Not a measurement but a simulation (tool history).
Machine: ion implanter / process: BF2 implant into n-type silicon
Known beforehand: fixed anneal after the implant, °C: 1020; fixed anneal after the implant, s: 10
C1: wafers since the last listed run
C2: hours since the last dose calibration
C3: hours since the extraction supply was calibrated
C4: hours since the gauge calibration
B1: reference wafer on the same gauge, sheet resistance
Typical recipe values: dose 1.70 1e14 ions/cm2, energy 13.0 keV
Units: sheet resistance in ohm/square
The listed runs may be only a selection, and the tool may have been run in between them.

run 1 hour=0.0 | dose=1.41 energy=13.0 | C1=0 C2=1314.9 C3=3342.9 C4=309.0 | B1=541.26 | sheet_resistance=738.42
run 2 hour=15.1 | dose=1.41 energy=13.0 | C1=256 C2=1330.0 C3=3358.0 C4=324.1 | B1=540.91 | sheet_resistance=737.94
run 3 hour=50.5 | dose=1.70 energy=11.5 | C1=600 C2=1365.4 C3=3393.4 C4=359.5 | B1=540.90 | sheet_resistance=638.52
run 4 hour=82.3 | dose=1.70 energy=13.0 | C1=539 C2=1397.2 C3=3425.2 C4=391.3 | B1=540.11 | sheet_resistance=628.80
run 5 hour=100.3 | dose=1.70 energy=13.0 | C1=305 C2=1415.2 C3=3443.2 C4=409.3 | B1=540.88 | sheet_resistance=627.74
run 6 hour=125.8 | dose=2.01 energy=13.0 | C1=432 C2=1440.7 C3=3468.7 C4=434.8 | B1=539.94 | sheet_resistance=537.05
run 7 hour=142.8 | dose=2.01 energy=13.0 | C1=288 C2=1457.7 C3=3485.7 C4=451.8 | B1=540.72 | sheet_resistance=538.72
run 8 hour=176.6 | dose=1.70 energy=13.0 | C1=573 C2=1491.5 C3=3519.5 C4=485.6 | B1=540.12 | sheet_resistance=619.34
run 9 hour=205.7 | dose=1.70 energy=13.0 | C1=493 C2=1520.6 C3=3548.6 C4=514.7 | B1=541.59 | sheet_resistance=626.85
run 10 hour=234.6 | dose=1.70 energy=13.0 | C1=490 C2=1549.5 C3=3577.5 C4=543.6 | B1=541.13 | sheet_resistance=621.44
-- hour=255.0 extraction supply calibrated
run 11 hour=265.2 | dose=1.70 energy=13.0 | C1=383 C2=1580.1 C3=10.2 C4=574.2 | B1=541.55 | sheet_resistance=625.07
-- hour=293.7 Faraday cup replaced and dose calibrated
run 12 hour=294.2 | dose=1.70 energy=13.0 | C1=356 C2=0.5 C3=39.2 C4=603.2 | B1=541.30 | sheet_resistance=656.53
run 13 hour=308.6 | dose=1.70 energy=13.0 | C1=244 C2=14.9 C3=53.6 C4=617.6 | B1=540.79 | sheet_resistance=653.06
run 14 hour=332.3 | dose=1.92 energy=13.0 | C1=401 C2=38.6 C3=77.3 C4=641.3 | B1=540.70 | sheet_resistance=591.93
run 15 hour=366.0 | dose=1.70 energy=16.5 | C1=571 C2=72.3 C3=111.0 C4=675.0 | B1=540.46 | sheet_resistance=634.17
run 16 hour=431.9 | dose=1.86 energy=13.0 | C1=1117 C2=138.2 C3=176.9 C4=740.9 | B1=540.54 | sheet_resistance=605.59
run 17 hour=458.8 | dose=2.05 energy=10.0 | C1=456 C2=165.1 C3=203.8 C4=767.8 | B1=541.23 | sheet_resistance=584.14
-- hour=471.7 gauge calibrated
run 18 hour=481.9 | dose=1.70 energy=13.0 | C1=391 C2=188.2 C3=226.9 C4=10.2 | B1=540.71 | sheet_resistance=658.69
run 19 hour=500.2 | dose=1.54 energy=14.5 | C1=310 C2=206.5 C3=245.2 C4=28.5 | B1=541.45 | sheet_resistance=702.04
run 20 hour=528.3 | dose=1.70 energy=13.0 | C1=476 C2=234.6 C3=273.3 C4=56.6 | B1=541.06 | sheet_resistance=653.36
run 21 hour=549.0 | dose=1.70 energy=10.5 | C1=351 C2=255.3 C3=294.0 C4=77.3 | B1=540.18 | sheet_resistance=671.59
run 22 hour=561.0 | dose=2.19 energy=15.5 | C1=203 C2=267.3 C3=306.0 C4=89.3 | B1=540.72 | sheet_resistance=507.82
run 23 hour=582.6 | dose=1.93 energy=14.5 | C1=366 C2=288.9 C3=327.6 C4=110.9 | B1=541.30 | sheet_resistance=574.66
run 24 hour=610.7 | dose=2.07 energy=12.0 | C1=476 C2=317.0 C3=355.7 C4=139.0 | B1=540.24 | sheet_resistance=553.65
run 25 hour=695.4 | dose=1.55 energy=9.5 | C1=1436 C2=401.7 C3=440.4 C4=223.7 | B1=541.07 | sheet_resistance=734.02
run 26 hour=718.1 | dose=1.70 energy=13.0 | C1=384 C2=424.4 C3=463.1 C4=246.4 | B1=540.09 | sheet_resistance=647.03
run 27 hour=744.3 | dose=1.70 energy=17.5 | C1=444 C2=450.6 C3=489.3 C4=272.6 | B1=540.82 | sheet_resistance=624.14
run 28 hour=769.9 | dose=1.70 energy=13.0 | C1=434 C2=476.2 C3=514.9 C4=298.2 | B1=540.75 | sheet_resistance=648.09
run 29 hour=790.8 | dose=1.83 energy=9.0 | C1=354 C2=497.1 C3=535.8 C4=319.1 | B1=541.16 | sheet_resistance=646.73

4 ways to go on from here, each from the tool as it stands after run 29. What would each give?
run A hour=791.2 | dose=1.70 energy=13.0 | C1=6 C2=497.5 C3=536.2 C4=319.5 | B1=? | sheet_resistance=?
run B hour=791.2 | dose=1.47 energy=11.0 | C1=6 C2=497.5 C3=536.2 C4=319.5 | B1=? | sheet_resistance=?
run C hour=791.2 | dose=1.49 energy=11.0 | C1=6 C2=497.5 C3=536.2 C4=319.5 | B1=? | sheet_resistance=?
run D hour=791.2 | dose=1.45 energy=9.0 | C1=6 C2=497.5 C3=536.2 C4=319.5 | B1=? | sheet_resistance=?

run=A B1=541.43 sheet_resistance=646.36
run=B B1=541.43 sheet_resistance=751.18
run=C B1=541.43 sheet_resistance=742.26
run=D B1=541.43 sheet_resistance=781.49
Without the tool's hidden state the same runs would have given:
run=A sheet_resistance=645.93
run=B sheet_resistance=750.68
run=C sheet_resistance=741.77
run=D sheet_resistance=780.98
